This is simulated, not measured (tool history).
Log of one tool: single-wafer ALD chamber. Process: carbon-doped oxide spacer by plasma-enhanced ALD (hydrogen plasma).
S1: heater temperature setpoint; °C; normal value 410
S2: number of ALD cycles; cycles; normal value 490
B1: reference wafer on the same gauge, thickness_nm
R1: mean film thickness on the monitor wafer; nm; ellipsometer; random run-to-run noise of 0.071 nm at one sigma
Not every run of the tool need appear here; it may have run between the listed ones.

run    hour   S1   S2      B1      R1
  1     0.0  410  490  26.283  24.201
  2    35.4  415  490  26.309  23.773
  3    51.5  419  490  26.283  23.474
  4   124.6  419  490  26.309  23.356
  5   137.9  410  490  26.297  24.271
  6   158.7  422  468  26.287  22.213
  7   174.7  421  490  26.306  23.233
  8   207.1  410  431  26.301  21.326
  9   222.2  410  431  26.318  21.505
 10   257.8  410  490  26.307  24.294
 11   290.3  400  490  26.321  24.763
 12   313.7  400  490  26.310  24.743
      393.5  -- gauge calibrated
 13   410.7  400  490  26.291  24.584
 14   435.0  410  490  26.308  24.399
 15   447.2  410  490  26.291  24.338
 16   467.0  410  490  26.281  24.376
 17   493.9  410  490  26.317  24.356
 18   513.2  410  528  26.337  26.189
 19   562.0  410  528  26.307  26.280
 20   583.8  401  490  26.303  24.735
 21   606.9  401  490  26.312  24.714
 22   624.4  418  432  26.282  20.905
 23   644.1  423  566  26.303  26.851
 24   668.7  404  409  26.324  20.602
 25   688.5  410  490  26.307  24.353
 26   723.0  410  540  26.330  26.749
 27   749.3  403  552  26.303  27.889
 28   768.5  410  490  26.321  24.406
 29   798.4  396  540  26.305  27.286
      820.3  -- thermocouple changed; heater temperature recalibrated
 30   856.0  402  443  26.308  22.178
 31   877.0  402  462  26.313  23.276
 32   895.1  399  490  26.294  24.805
 33   907.2  414  490  26.308  23.602
 34   972.5  410  490  26.302  24.080
 35   986.6  410  431  26.280  21.145
 36  1053.7  410  524  26.311  25.774
 37  1085.1  410  490  26.282  23.930
 38  1109.7  419  460  26.300  21.919
 39  1141.7  399  417  26.293  21.067
 40  1156.4  417  490  26.311  23.345
 41  1179.1  410  490  26.304  24.008
 42  1206.1  416  409  26.299  19.721
 43  1235.7  410  490  26.315  24.096
 44  1251.1  410  490  26.299  24.049
 45  1272.1  410  490  26.292  24.095

Below, each run's measurement less what the same run would have read without the hidden state. Both values contain the same run-to-run variation, but the gauge's scatter may not be the same in both:
Hidden conditions of the tool in this case: wafer temperature above the value expected at the setpoint (K); gauge reads high (%).
run      R1
  1  +0.252
  2  +0.261
  3  +0.267
  4  +0.285
  5  +0.290
  6  +0.283
  7  +0.298
  8  +0.271
  9  +0.277
 10  +0.323
 11  +0.000
 12  +0.000
 13  +0.000
 14  +0.371
 15  +0.374
 16  +0.379
 17  +0.387
 18  +0.421
 19  +0.437
 20  +0.000
 21  +0.000
 22  +0.372
 23  +0.492
 24  +0.195
 25  +0.438
 26  +0.491
 27  +0.169
 28  +0.461
 29  +0.000
 30  +0.015
 31  +0.022
 32  +0.000
 33  +0.031
 34  +0.049
 35  +0.046
 36  +0.076
 37  +0.079
 38  +0.081
 39  +0.000
 40  +0.098
 41  +0.105
 42  +0.094
 43  +0.120
 44  +0.124
 45  +0.129
